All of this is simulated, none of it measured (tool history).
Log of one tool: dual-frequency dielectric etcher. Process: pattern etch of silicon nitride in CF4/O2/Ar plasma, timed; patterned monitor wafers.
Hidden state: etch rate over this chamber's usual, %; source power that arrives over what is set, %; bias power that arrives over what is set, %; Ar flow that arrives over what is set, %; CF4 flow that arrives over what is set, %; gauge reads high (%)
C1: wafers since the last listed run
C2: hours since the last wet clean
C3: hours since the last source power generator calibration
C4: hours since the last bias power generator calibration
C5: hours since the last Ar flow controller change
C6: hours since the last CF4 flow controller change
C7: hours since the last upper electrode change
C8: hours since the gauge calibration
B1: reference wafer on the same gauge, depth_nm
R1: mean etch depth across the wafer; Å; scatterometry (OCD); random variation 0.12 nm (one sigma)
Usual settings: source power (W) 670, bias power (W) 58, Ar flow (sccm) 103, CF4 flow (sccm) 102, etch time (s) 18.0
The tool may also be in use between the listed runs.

{"run": 1, "hour": 0.0, "source power (W)": 670, "bias power (W)": 58, "Ar flow (sccm)": 103, "CF4 flow (sccm)": 102, "etch time (s)": 18.0, "C1": 0, "C2": 180.5, "C3": 4530.1, "C4": 3545.6, "C5": 3674.4, "C6": 5368.7, "C7": 3315.7, "C8": 799.0, "B1": 39.91, "R1": 460.9}
{"run": 2, "hour": 48.8, "source power (W)": 670, "bias power (W)": 58, "Ar flow (sccm)": 103, "CF4 flow (sccm)": 102, "etch time (s)": 18.0, "C1": 761, "C2": 229.3, "C3": 4578.9, "C4": 3594.4, "C5": 3723.2, "C6": 5417.5, "C7": 3364.5, "C8": 847.8, "B1": 39.9, "R1": 463.2}
{"run": 3, "hour": 111.4, "source power (W)": 670, "bias power (W)": 58, "Ar flow (sccm)": 103, "CF4 flow (sccm)": 102, "etch time (s)": 18.0, "C1": 976, "C2": 291.9, "C3": 4641.5, "C4": 3657.0, "C5": 3785.8, "C6": 5480.1, "C7": 3427.1, "C8": 910.4, "B1": 39.95, "R1": 461.2}
{"run": 4, "hour": 146.1, "source power (W)": 670, "bias power (W)": 58, "Ar flow (sccm)": 103, "CF4 flow (sccm)": 102, "etch time (s)": 18.0, "C1": 541, "C2": 326.6, "C3": 4676.2, "C4": 3691.7, "C5": 3820.5, "C6": 5514.8, "C7": 3461.8, "C8": 945.1, "B1": 39.9, "R1": 459.8}
{"run": 5, "hour": 213.9, "source power (W)": 670, "bias power (W)": 58, "Ar flow (sccm)": 103, "CF4 flow (sccm)": 102, "etch time (s)": 18.0, "C1": 1058, "C2": 394.4, "C3": 4744.0, "C4": 3759.5, "C5": 3888.3, "C6": 5582.6, "C7": 3529.6, "C8": 1012.9, "B1": 39.92, "R1": 460.5}
{"run": 6, "hour": 416.9, "source power (W)": 670, "bias power (W)": 58, "Ar flow (sccm)": 103, "CF4 flow (sccm)": 102, "etch time (s)": 18.0, "C1": 3167, "C2": 597.4, "C3": 4947.0, "C4": 3962.5, "C5": 4091.3, "C6": 5785.6, "C7": 3732.6, "C8": 1215.9, "B1": 39.92, "R1": 459.7}
{"run": 7, "hour": 452.1, "source power (W)": 670, "bias power (W)": 58, "Ar flow (sccm)": 103, "CF4 flow (sccm)": 102, "etch time (s)": 18.0, "C1": 549, "C2": 632.6, "C3": 4982.2, "C4": 3997.7, "C5": 4126.5, "C6": 5820.8, "C7": 3767.8, "C8": 1251.1, "B1": 39.89, "R1": 458.9}
{"run": 8, "hour": 490.3, "source power (W)": 670, "bias power (W)": 58, "Ar flow (sccm)": 103, "CF4 flow (sccm)": 102, "etch time (s)": 18.0, "C1": 596, "C2": 670.8, "C3": 5020.4, "C4": 4035.9, "C5": 4164.7, "C6": 5859.0, "C7": 3806.0, "C8": 1289.3, "B1": 39.85, "R1": 458.3}
{"hour": 517.4, "done": "wet clean of the chamber"}
{"run": 9, "hour": 527.6, "source power (W)": 670, "bias power (W)": 58, "Ar flow (sccm)": 103, "CF4 flow (sccm)": 108, "etch time (s)": 18.0, "C1": 207, "C2": 10.2, "C3": 5057.7, "C4": 4073.2, "C5": 4202.0, "C6": 5896.3, "C7": 3843.3, "C8": 1326.6, "B1": 39.92, "R1": 462.1}
{"hour": 527.9, "done": "gauge calibrated"}
{"run": 10, "hour": 556.1, "source power (W)": 670, "bias power (W)": 58, "Ar flow (sccm)": 87, "CF4 flow (sccm)": 102, "etch time (s)": 18.0, "C1": 444, "C2": 38.7, "C3": 5086.2, "C4": 4101.7, "C5": 4230.5, "C6": 5924.8, "C7": 3871.8, "C8": 28.2, "B1": 39.84, "R1": 461.2}
{"run": 11, "hour": 627.5, "source power (W)": 600, "bias power (W)": 65, "Ar flow (sccm)": 113, "CF4 flow (sccm)": 124, "etch time (s)": 18.0, "C1": 1114, "C2": 110.1, "C3": 5157.6, "C4": 4173.1, "C5": 4301.9, "C6": 5996.2, "C7": 3943.2, "C8": 99.6, "B1": 39.91, "R1": 450.8}
{"hour": 654.1, "done": "bias power generator calibrated"}
{"hour": 675.2, "done": "source power generator calibrated"}
{"run": 12, "hour": 696.4, "source power (W)": 670, "bias power (W)": 58, "Ar flow (sccm)": 82, "CF4 flow (sccm)": 122, "etch time (s)": 18.0, "C1": 950, "C2": 179.0, "C3": 21.2, "C4": 42.3, "C5": 4370.8, "C6": 6065.1, "C7": 4012.1, "C8": 168.5, "B1": 39.94, "R1": 494.3}
{"run": 13, "hour": 737.1, "source power (W)": 560, "bias power (W)": 58, "Ar flow (sccm)": 80, "CF4 flow (sccm)": 83, "etch time (s)": 21.5, "C1": 635, "C2": 219.7, "C3": 61.9, "C4": 83.0, "C5": 4411.5, "C6": 6105.8, "C7": 4052.8, "C8": 209.2, "B1": 39.87, "R1": 494.6}
{"hour": 768.0, "done": "Ar flow controller replaced"}
{"run": 14, "hour": 768.4, "source power (W)": 590, "bias power (W)": 44, "Ar flow (sccm)": 103, "CF4 flow (sccm)": 102, "etch time (s)": 18.0, "C1": 394, "C2": 251.0, "C3": 93.2, "C4": 114.3, "C5": 0.4, "C6": 6137.1, "C7": 4084.1, "C8": 240.5, "B1": 39.91, "R1": 392.5}
{"run": 15, "hour": 828.5, "source power (W)": 670, "bias power (W)": 58, "Ar flow (sccm)": 86, "CF4 flow (sccm)": 102, "etch time (s)": 12.5, "C1": 937, "C2": 311.1, "C3": 153.3, "C4": 174.4, "C5": 60.5, "C6": 6197.2, "C7": 4144.2, "C8": 300.6, "B1": 39.94, "R1": 335.3}
{"hour": 902.7, "done": "upper electrode replaced"}
{"hour": 929.5, "done": "CF4 flow controller replaced"}
{"run": 16, "hour": 1001.3, "source power (W)": 670, "bias power (W)": 63, "Ar flow (sccm)": 103, "CF4 flow (sccm)": 87, "etch time (s)": 18.0, "C1": 2228, "C2": 483.9, "C3": 326.1, "C4": 347.2, "C5": 233.3, "C6": 71.8, "C7": 98.6, "C8": 473.4, "B1": 39.9, "R1": 481.2}

Forecast run 17:
{"run": 17, "hour": 1055.2, "source power (W)": 670, "bias power (W)": 58, "Ar flow (sccm)": 103, "CF4 flow (sccm)": 102, "etch time (s)": 18.0, "C1": 841, "C2": 537.8, "C3": 380.0, "C4": 401.1, "C5": 287.2, "C6": 125.7, "C7": 152.5, "C8": 527.3, "B1": "?", "R1": "?"}

{"run 17": {"B1": 39.89, "R1": 474.9}}
Without the tool's hidden state the same run would have given R1 474.0 Å.
